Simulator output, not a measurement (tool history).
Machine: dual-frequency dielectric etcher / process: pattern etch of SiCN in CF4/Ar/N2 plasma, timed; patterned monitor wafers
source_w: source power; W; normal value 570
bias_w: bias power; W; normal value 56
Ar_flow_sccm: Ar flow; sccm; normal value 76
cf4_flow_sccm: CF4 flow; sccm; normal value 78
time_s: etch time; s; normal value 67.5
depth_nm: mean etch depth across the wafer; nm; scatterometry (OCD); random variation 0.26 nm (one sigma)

run,hour,source_w,bias_w,Ar_flow_sccm,cf4_flow_sccm,time_s,wafers since the last listed run,hours since the last wet clean,hours since the last source power generator calibration,hours since the last bias power generator calibration,hours since the last Ar flow controller change,hours since the last CF4 flow controller change,hours since the last upper electrode change,hours since the gauge calibration,"read-back reference wafer on the same gauge, depth_nm",depth_nm
1,0.0,570,56,76,78,67.5,0,377.6,2675.5,3175.5,3648.7,1338.1,2118.8,1630.5,72.8,63.4
# hour 8.5: Ar flow controller replaced
# hour 14.0: source power generator calibrated
2,66.8,570,56,76,78,67.5,822,444.4,52.8,3242.3,58.3,1404.9,2185.6,1697.3,72.9,63.5
3,134.5,570,52,76,78,67.5,979,512.1,120.5,3310.0,126.0,1472.6,2253.3,1765.0,72.9,61.2
4,161.0,570,64,76,78,67.5,383,538.6,147.0,3336.5,152.5,1499.1,2279.8,1791.5,72.9,66.9
# hour 203.0: wet clean of the chamber
5,321.4,570,56,76,78,67.5,1974,118.4,307.4,3496.9,312.9,1659.5,2440.2,1951.9,72.8,65.1
6,366.0,570,56,76,78,67.5,645,163.0,352.0,3541.5,357.5,1704.1,2484.8,1996.5,72.9,64.3
# hour 404.5: bias power generator calibrated
7,413.1,660,56,76,88,67.5,623,210.1,399.1,8.6,404.6,1751.2,2531.9,2043.6,72.8,72.5
# hour 442.2: CF4 flow controller replaced
8,468.9,570,56,69,97,49.0,720,265.9,454.9,64.4,460.4,26.7,2587.7,2099.4,72.8,50.1
9,520.5,670,48,67,85,67.5,746,317.5,506.5,116.0,512.0,78.3,2639.3,2151.0,72.9,70.3
# hour 534.0: gauge calibrated
10,586.5,570,48,64,78,83.5,955,383.5,572.5,182.0,578.0,144.3,2705.3,52.5,72.8,76.8
11,626.7,480,67,76,63,61.0,581,423.7,612.7,222.2,618.2,184.5,2745.5,92.7,72.9,53.0
12,692.6,570,49,76,78,76.0,953,489.6,678.6,288.1,684.1,250.4,2811.4,158.6,72.8,67.6
# hour 728.3: upper electrode replaced
13,744.3,570,62,58,78,67.5,400,541.3,730.3,339.8,735.8,302.1,16.0,210.3,72.8,69.0
# hour 781.6: wet clean of the chamber
14,816.1,570,56,76,78,86.0,691,34.5,802.1,411.6,807.6,373.9,87.8,282.1,72.7,83.1
15,854.0,570,65,94,91,67.5,548,72.4,840.0,449.5,845.5,411.8,125.7,320.0,72.8,69.6
16,906.6,570,56,61,78,67.5,761,125.0,892.6,502.1,898.1,464.4,178.3,372.6,72.7,67.4
17,954.5,500,64,76,78,67.5,693,172.9,940.5,550.0,946.0,512.3,226.2,420.5,72.8,63.0
18,1000.0,570,62,76,78,67.5,658,218.4,986.0,595.5,991.5,557.8,271.7,466.0,72.8,67.2
19,1062.7,570,50,76,78,67.5,907,281.1,1048.7,658.2,1054.2,620.5,334.4,528.7,72.7,60.7
20,1112.2,570,56,76,78,67.5,716,330.6,1098.2,707.7,1103.7,670.0,383.9,578.2,72.9,63.6
21,1174.2,570,56,76,78,67.5,897,392.6,1160.2,769.7,1165.7,732.0,445.9,640.2,72.8,63.4
22,1225.2,570,61,76,78,67.5,738,443.6,1211.2,820.7,1216.7,783.0,496.9,691.2,72.7,65.3

Hidden state at the last listed run before each entry between runs and at the first one after, where it differs:
In the gap between runs 1 and 2: Ar flow controller replaced (hour 8.5); source power generator calibrated (hour 14.0)
  etch rate over this chamber's usual, %: -2.03 -> -2.56; CF4 flow that arrives over what is set, %: -6.39 -> -6.5
  what was measured, less what the result would be without the hidden state, depth_nm: -2.4 -> -2.7 nm
In the gap between runs 4 and 5: wet clean of the chamber (hour 203.0)
  etch rate over this chamber's usual, %: -3.31 -> -0.41; CF4 flow that arrives over what is set, %: -6.63 -> -6.83
  what was measured, less what the result would be without the hidden state, depth_nm: -3.4 -> -1.4 nm
In the gap between runs 6 and 7: bias power generator calibrated (hour 404.5)
  etch rate over this chamber's usual, %: -0.765 -> -1.14; CF4 flow that arrives over what is set, %: -6.88 -> -6.92
  what was measured, less what the result would be without the hidden state, depth_nm: -1.6 -> -2.1 nm
In the gap between runs 7 and 8: CF4 flow controller replaced (hour 442.2)
  etch rate over this chamber's usual, %: -1.14 -> -1.58; CF4 flow that arrives over what is set, %: -6.92 -> 0.137
  what was measured, less what the result would be without the hidden state, depth_nm: -2.1 -> -0.8 nm
In the gap between runs 9 and 10: gauge calibrated (hour 534.0)
  etch rate over this chamber's usual, %: -1.99 -> -2.52; CF4 flow that arrives over what is set, %: -0.456 -> -1.15
  what was measured, less what the result would be without the hidden state, depth_nm: -1.5 -> -2.2 nm
In the gap between runs 12 and 13: upper electrode replaced (hour 728.3)
  etch rate over this chamber's usual, %: -3.36 -> -3.77; CF4 flow that arrives over what is set, %: -2.14 -> -2.56
  what was measured, less what the result would be without the hidden state, depth_nm: -2.7 -> -3.1 nm
In the gap between runs 13 and 14: wet clean of the chamber (hour 781.6)
  etch rate over this chamber's usual, %: -3.77 -> -0.4; CF4 flow that arrives over what is set, %: -2.56 -> -3.11
  what was measured, less what the result would be without the hidden state, depth_nm: -3.1 -> -1.0 nm
